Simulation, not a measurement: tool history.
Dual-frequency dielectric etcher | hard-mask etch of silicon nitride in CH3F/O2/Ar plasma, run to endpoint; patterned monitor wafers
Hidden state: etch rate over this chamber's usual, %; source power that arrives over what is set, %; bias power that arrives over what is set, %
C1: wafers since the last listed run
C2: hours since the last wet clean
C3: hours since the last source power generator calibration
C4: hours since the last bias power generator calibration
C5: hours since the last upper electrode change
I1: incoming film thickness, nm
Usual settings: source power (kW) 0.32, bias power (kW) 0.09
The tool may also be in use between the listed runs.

Run 1, hour 0: usual settings but bias power (kW) 0.103; C1 0; C2 159.3; C3 4078.4; C4 2116.3; C5 1854.7; I1 41.35. Result: endpoint time (s) 55.5.
Run 2, hour 14.6: usual settings; C1 189; C2 173.9; C3 4093; C4 2130.9; C5 1869.3; I1 41.53. Result: endpoint time (s) 58.7.
Run 3, hour 27.8: usual settings but source power (kW) 0.36; C1 171; C2 187.1; C3 4106.2; C4 2144.1; C5 1882.5; I1 41.57. Result: endpoint time (s) 55.7.
Run 4, hour 35.4: usual settings but source power (kW) 0.36; C1 98; C2 194.7; C3 4113.8; C4 2151.7; C5 1890.1; I1 41.72. Result: endpoint time (s) 55.8.
Run 5, hour 57.6: usual settings but source power (kW) 0.36; C1 287; C2 216.9; C3 4136; C4 2173.9; C5 1912.3; I1 41.49. Result: endpoint time (s) 55.9.
Run 6, hour 66.8: usual settings; C1 119; C2 226.1; C3 4145.2; C4 2183.1; C5 1921.5; I1 41.8. Result: endpoint time (s) 59.5.
Run 7, hour 76.1: usual settings; C1 120; C2 235.4; C3 4154.5; C4 2192.4; C5 1930.8; I1 41.63. Result: endpoint time (s) 59.3.
Run 8, hour 90.3: usual settings; C1 184; C2 249.6; C3 4168.7; C4 2206.6; C5 1945; I1 41.29. Result: endpoint time (s) 59.4.
Run 9, hour 102: usual settings; C1 151; C2 261.3; C3 4180.4; C4 2218.3; C5 1956.7; I1 41.62. Result: endpoint time (s) 59.6.
At hour 131.6: upper electrode replaced.
Run 10, hour 132.1: usual settings; C1 79; C2 291.4; C3 4210.5; C4 2248.4; C5 0.5; I1 41.7. Result: endpoint time (s) 60.2.
Run 11, hour 132.4: usual settings but bias power (kW) 0.084; C1 3; C2 291.7; C3 4210.8; C4 2248.7; C5 0.8; I1 41.31. Result: endpoint time (s) 61.4.
Run 12, hour 132.7: usual settings; C1 3; C2 292; C3 4211.1; C4 2249; C5 1.1; I1 41.14. Result: endpoint time (s) 59.1.
At hour 137.1: source power generator calibrated.
Run 13, hour 145.8: usual settings but source power (kW) 0.27, bias power (kW) 0.082; C1 118; C2 305.1; C3 8.7; C4 2262.1; C5 14.2; I1 41.26. Result: endpoint time (s) 68.1.
At hour 177: wet clean of the chamber.
Run 14, hour 177.5: usual settings but source power (kW) 0.27, bias power (kW) 0.11; C1 99; C2 0.5; C3 40.4; C4 2293.8; C5 45.9; I1 41.33. Result: endpoint time (s) 58.
Run 15, hour 177.8: usual settings; C1 3; C2 0.8; C3 40.7; C4 2294.1; C5 46.2; I1 41.84. Result: endpoint time (s) 58.
Run 16, hour 178.1: usual settings but source power (kW) 0.39, bias power (kW) 0.082; C1 3; C2 1.1; C3 41; C4 2294.4; C5 46.5; I1 41.33. Result: endpoint time (s) 53.5.
Run 17, hour 183.6: usual settings but source power (kW) 0.35; C1 71; C2 6.6; C3 46.5; C4 2299.9; C5 52; I1 41.8. Result: endpoint time (s) 55.7.
Run 18, hour 198: usual settings; C1 186; C2 21; C3 60.9; C4 2314.3; C5 66.4; I1 41.59. Result: endpoint time (s) 58.
Run 19, hour 207: usual settings but source power (kW) 0.35, bias power (kW) 0.099; C1 116; C2 30; C3 69.9; C4 2323.3; C5 75.4; I1 41.64. Result: endpoint time (s) 53.7.
At hour 211.5: bias power generator calibrated.
Run 20, hour 219.2: usual settings but source power (kW) 0.28, bias power (kW) 0.069; C1 106; C2 42.2; C3 82.1; C4 7.7; C5 87.6; I1 41.28. Result: endpoint time (s) 68.6.
Run 21, hour 230.8: usual settings but bias power (kW) 0.072; C1 150; C2 53.8; C3 93.7; C4 19.3; C5 99.2; I1 41.55. Result: endpoint time (s) 63.1.
Run 22, hour 242.4: usual settings; C1 150; C2 65.4; C3 105.3; C4 30.9; C5 110.8; I1 41.62. Result: endpoint time (s) 58.1.
Run 23, hour 250.8: usual settings but source power (kW) 0.35; C1 108; C2 73.8; C3 113.7; C4 39.3; C5 119.2; I1 41.87. Result: endpoint time (s) 56.
Run 24, hour 285.9: usual settings; C1 455; C2 108.9; C3 148.8; C4 74.4; C5 154.3; I1 41.62. Result: endpoint time (s) 58.8.

What the log doesn't show, run by run:
source power that arrives over what is set, %: 0 in every run
bias power that arrives over what is set, %: 0 in every run
H1: etch rate over this chamber's usual, %
run      H1
  1   -2.24
  2   -2.45
  3   -2.63
  4   -2.74
  5   -3.06
  6   -3.19
  7   -3.32
  8   -3.52
  9   -3.69
 10   -4.11
 11   -4.12
 12   -4.12
 13   -4.31
 14   -0.21
 15  -0.214
 16  -0.218
 17  -0.296
 18  -0.501
 19  -0.628
 20  -0.801
 21  -0.966
 22   -1.13
 23   -1.25
 24   -1.75
